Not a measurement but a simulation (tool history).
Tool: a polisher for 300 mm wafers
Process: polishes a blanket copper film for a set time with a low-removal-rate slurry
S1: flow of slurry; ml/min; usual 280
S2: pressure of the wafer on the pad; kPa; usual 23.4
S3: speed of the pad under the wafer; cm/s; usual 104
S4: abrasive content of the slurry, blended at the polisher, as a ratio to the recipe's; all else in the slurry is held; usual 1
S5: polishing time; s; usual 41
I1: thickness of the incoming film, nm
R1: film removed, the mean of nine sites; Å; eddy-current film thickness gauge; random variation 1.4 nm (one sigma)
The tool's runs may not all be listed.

run 1 hour=0 | S1=280 S2=23.4 S3=104 S4=1 S5=41 | I1=1424.6 | R1=1678
run 2 hour=23.6 | S1=280 S2=23.4 S3=104 S4=1 S5=41 | I1=1400.7 | R1=1679
run 3 hour=41.7 | S1=280 S2=26.2 S3=104 S4=1 S5=41 | I1=1440.9 | R1=1867
-- hour=72 slurry blender recalibrated
run 4 hour=77.2 | S1=280 S2=26.2 S3=104 S4=1 S5=41 | I1=1411.7 | R1=1821
-- hour=97.8 worn pad replaced by a new one
run 5 hour=102.6 | S1=280 S2=23.4 S3=104 S4=1 S5=41 | I1=1398.7 | R1=1779
run 6 hour=126.3 | S1=280 S2=23.4 S3=104 S4=1 S5=41 | I1=1402.7 | R1=1764
run 7 hour=139.5 | S1=280 S2=23.4 S3=104 S4=1.25 S5=45 | I1=1425.2 | R1=2031
run 8 hour=163.4 | S1=280 S2=23.4 S3=104 S4=1 S5=41 | I1=1383.3 | R1=1731
run 9 hour=190.9 | S1=280 S2=19.3 S3=104 S4=1 S5=41 | I1=1414.3 | R1=1415
run 10 hour=215 | S1=225 S2=17.9 S3=86 S4=1 S5=48 | I1=1415.2 | R1=1253
run 11 hour=227.4 | S1=280 S2=23.4 S3=104 S4=1 S5=41 | I1=1404.6 | R1=1736
run 12 hour=258.8 | S1=375 S2=23.4 S3=68 S4=0.85 S5=37 | I1=1406.1 | R1=985
run 13 hour=275.1 | S1=320 S2=23.4 S3=104 S4=0.9 S5=29 | I1=1417.5 | R1=1158
-- hour=338.4 worn pad replaced by a new one
run 14 hour=353.3 | S1=280 S2=20 S3=104 S4=1 S5=41 | I1=1387.3 | R1=1431
-- hour=358.3 slurry blender recalibrated
-- hour=384.6 slurry nozzle cleaned
run 15 hour=385.1 | S1=280 S2=20.7 S3=118 S4=1.25 S5=52 | I1=1440.1 | R1=2243
run 16 hour=399.8 | S1=280 S2=20 S3=104 S4=1 S5=41 | I1=1425.9 | R1=1415
-- hour=436.5 head pressure recalibrated
run 17 hour=451.5 | S1=245 S2=23.4 S3=104 S4=1 S5=41 | I1=1399.6 | R1=1726
run 18 hour=472 | S1=280 S2=17.9 S3=88 S4=1 S5=51 | I1=1416.6 | R1=1404
run 19 hour=485.6 | S1=230 S2=29 S3=74 S4=1 S5=55 | I1=1425.8 | R1=2017
run 20 hour=511.2 | S1=280 S2=23.4 S3=104 S4=1 S5=41 | I1=1438.1 | R1=1727
run 21 hour=529.4 | S1=215 S2=27.6 S3=128 S4=1.1 S5=41 | I1=1439.5 | R1=2495
run 22 hour=562.2 | S1=280 S2=23.4 S3=104 S4=0.75 S5=41 | I1=1424.7 | R1=1562
-- hour=592.2 worn pad replaced by a new one
run 23 hour=592.7 | S1=280 S2=23.4 S3=104 S4=1 S5=41 | I1=1425.7 | R1=1746
-- hour=596.7 slurry blender recalibrated
run 24 hour=610.6 | S1=280 S2=23.4 S3=104 S4=1.25 S5=41 | I1=1402.9 | R1=1854
run 25 hour=634.5 | S1=215 S2=15.2 S3=84 S4=1.15 S5=41 | I1=1411 | R1=912
run 26 hour=654.1 | S1=330 S2=17.9 S3=104 S4=0.75 S5=41 | I1=1382.8 | R1=1255
run 27 hour=670.8 | S1=280 S2=23.4 S3=104 S4=1 S5=41 | I1=1404.2 | R1=1717
run 28 hour=685.6 | S1=230 S2=23.4 S3=104 S4=0.9 S5=41 | I1=1384.5 | R1=1642
run 29 hour=705.4 | S1=280 S2=23.4 S3=104 S4=1 S5=41 | I1=1408.3 | R1=1723
run 30 hour=733 | S1=280 S2=23.4 S3=104 S4=0.7 S5=52 | I1=1433.1 | R1=1927

Forecast each of these 4 alternatives for the next run:
run A hour=733.4 | S1=280 S2=23.4 S3=134 S4=1 S5=41 | I1=1393.3 | R1=?
run B hour=733.4 | S1=195 S2=23.4 S3=68 S4=0.85 S5=41 | I1=1393.3 | R1=?
run C hour=733.4 | S1=250 S2=23.4 S3=128 S4=0.75 S5=50 | I1=1393.3 | R1=?
run D hour=733.4 | S1=245 S2=26.9 S3=126 S4=1.15 S5=41 | I1=1393.3 | R1=?

run=A R1=2168
run=B R1=1017
run=C R1=2326
run=D R1=2390
Without the tool's hidden state the same runs would have given:
run=A R1=2285
run=B R1=1072
run=C R1=2452
run=D R1=2518
